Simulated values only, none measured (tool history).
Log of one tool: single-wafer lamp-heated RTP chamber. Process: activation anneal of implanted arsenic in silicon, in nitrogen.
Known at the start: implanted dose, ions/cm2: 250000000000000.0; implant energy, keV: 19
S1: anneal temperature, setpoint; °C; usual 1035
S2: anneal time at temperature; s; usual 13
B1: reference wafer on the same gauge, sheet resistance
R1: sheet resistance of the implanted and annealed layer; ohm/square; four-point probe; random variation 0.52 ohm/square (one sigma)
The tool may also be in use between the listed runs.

{"run": 1, "hour": 0.0, "S1": 1035, "S2": 13, "B1": 388.52, "R1": 348.25}
{"run": 2, "hour": 39.1, "S1": 1035, "S2": 13, "B1": 388.73, "R1": 347.93}
{"run": 3, "hour": 130.3, "S1": 1035, "S2": 8, "B1": 388.71, "R1": 349.71}
{"hour": 237.5, "done": "pyrometer window cleaned and pyrometer calibrated"}
{"run": 4, "hour": 238.0, "S1": 1035, "S2": 8, "B1": 388.78, "R1": 349.41}
{"run": 5, "hour": 330.8, "S1": 1035, "S2": 7, "B1": 388.86, "R1": 351.08}
{"run": 6, "hour": 392.8, "S1": 1035, "S2": 7, "B1": 388.95, "R1": 350.11}
{"run": 7, "hour": 442.5, "S1": 1035, "S2": 13, "B1": 388.94, "R1": 348.2}
{"run": 8, "hour": 480.0, "S1": 1035, "S2": 13, "B1": 388.92, "R1": 348.11}
{"run": 9, "hour": 526.3, "S1": 1035, "S2": 13, "B1": 388.92, "R1": 349.22}
{"hour": 585.2, "done": "reflector plate cleaned"}
{"run": 10, "hour": 598.6, "S1": 1054, "S2": 9, "B1": 389.15, "R1": 348.62}
{"run": 11, "hour": 677.9, "S1": 1054, "S2": 9, "B1": 389.19, "R1": 347.92}
{"run": 12, "hour": 765.4, "S1": 1011, "S2": 13, "B1": 389.38, "R1": 350.25}
{"run": 13, "hour": 818.9, "S1": 1011, "S2": 13, "B1": 389.27, "R1": 350.98}
{"hour": 849.3, "done": "pyrometer window cleaned and pyrometer calibrated"}
{"run": 14, "hour": 921.1, "S1": 1011, "S2": 13, "B1": 389.33, "R1": 351.5}
{"run": 15, "hour": 983.2, "S1": 1035, "S2": 19, "B1": 389.46, "R1": 345.56}
{"run": 16, "hour": 1077.9, "S1": 1035, "S2": 13, "B1": 389.57, "R1": 349.35}
{"run": 17, "hour": 1157.9, "S1": 1048, "S2": 7, "B1": 389.66, "R1": 350.08}
{"run": 18, "hour": 1216.8, "S1": 1035, "S2": 13, "B1": 389.78, "R1": 349.27}
{"run": 19, "hour": 1269.1, "S1": 1049, "S2": 13, "B1": 389.94, "R1": 347.59}
{"hour": 1312.5, "done": "reflector plate cleaned"}
{"run": 20, "hour": 1313.0, "S1": 1035, "S2": 13, "B1": 389.88, "R1": 348.96}
{"hour": 1463.9, "done": "pyrometer window cleaned and pyrometer calibrated"}
{"run": 21, "hour": 1524.1, "S1": 1025, "S2": 16, "B1": 390.11, "R1": 348.86}
{"run": 22, "hour": 1578.6, "S1": 1035, "S2": 13, "B1": 390.31, "R1": 348.79}
{"run": 23, "hour": 1635.1, "S1": 1035, "S2": 13, "B1": 390.36, "R1": 348.87}
{"run": 24, "hour": 1691.9, "S1": 1060, "S2": 5, "B1": 390.48, "R1": 351.93}
{"run": 25, "hour": 1749.7, "S1": 1012, "S2": 20, "B1": 390.47, "R1": 348.74}
{"run": 26, "hour": 1842.0, "S1": 1035, "S2": 18, "B1": 390.7, "R1": 348.09}
{"hour": 1982.8, "done": "reflector plate cleaned"}
{"run": 27, "hour": 2046.2, "S1": 1035, "S2": 6, "B1": 391.09, "R1": 353.43}
{"hour": 2095.5, "done": "pyrometer window cleaned and pyrometer calibrated"}
{"run": 28, "hour": 2125.7, "S1": 1061, "S2": 7, "B1": 391.06, "R1": 349.32}
{"run": 29, "hour": 2187.2, "S1": 1035, "S2": 13, "B1": 391.31, "R1": 349.8}
{"hour": 2319.8, "done": "gauge calibrated"}
{"run": 30, "hour": 2418.9, "S1": 1021, "S2": 7, "B1": 387.93, "R1": 351.25}
{"run": 31, "hour": 2471.5, "S1": 1008, "S2": 8, "B1": 387.94, "R1": 352.21}
{"run": 32, "hour": 2553.9, "S1": 1058, "S2": 18, "B1": 387.83, "R1": 341.57}
{"run": 33, "hour": 2637.5, "S1": 1035, "S2": 13, "B1": 387.96, "R1": 346.91}
{"hour": 2715.2, "done": "reflector plate cleaned"}
{"hour": 2839.4, "done": "pyrometer window cleaned and pyrometer calibrated"}
{"run": 34, "hour": 2905.3, "S1": 1019, "S2": 9, "B1": 387.95, "R1": 350.34}
{"run": 35, "hour": 2945.7, "S1": 1035, "S2": 13, "B1": 388, "R1": 346.23}
{"run": 36, "hour": 3017.0, "S1": 1060, "S2": 18, "B1": 387.86, "R1": 341.83}
{"run": 37, "hour": 3097.2, "S1": 1015, "S2": 13, "B1": 387.91, "R1": 348.98}

The same runs without the tool's hidden state, with the same run-to-run variation:
The hidden state here: true wafer temperature minus pyrometer reading, K; wafer temperature error from the tarnished reflector plate, K; gauge reads high (%).
run=1 R1=347.72
run=2 R1=347.38
run=3 R1=349.1
run=4 R1=348.73
run=5 R1=350.33
run=6 R1=349.31
run=7 R1=347.36
run=8 R1=347.25
run=9 R1=348.32
run=10 R1=347.66
run=11 R1=346.89
run=12 R1=349.14
run=13 R1=349.81
run=14 R1=350.22
run=15 R1=344.25
run=16 R1=347.92
run=17 R1=348.56
run=18 R1=347.69
run=19 R1=345.96
run=20 R1=347.27
run=21 R1=346.91
run=22 R1=346.77
run=23 R1=346.78
run=24 R1=349.74
run=25 R1=346.5
run=26 R1=345.72
run=27 R1=350.73
run=28 R1=346.52
run=29 R1=346.91
run=30 R1=351.38
run=31 R1=352.34
run=32 R1=341.68
run=33 R1=347.02
run=34 R1=350.4
run=35 R1=346.27
run=36 R1=341.85
run=37 R1=348.97

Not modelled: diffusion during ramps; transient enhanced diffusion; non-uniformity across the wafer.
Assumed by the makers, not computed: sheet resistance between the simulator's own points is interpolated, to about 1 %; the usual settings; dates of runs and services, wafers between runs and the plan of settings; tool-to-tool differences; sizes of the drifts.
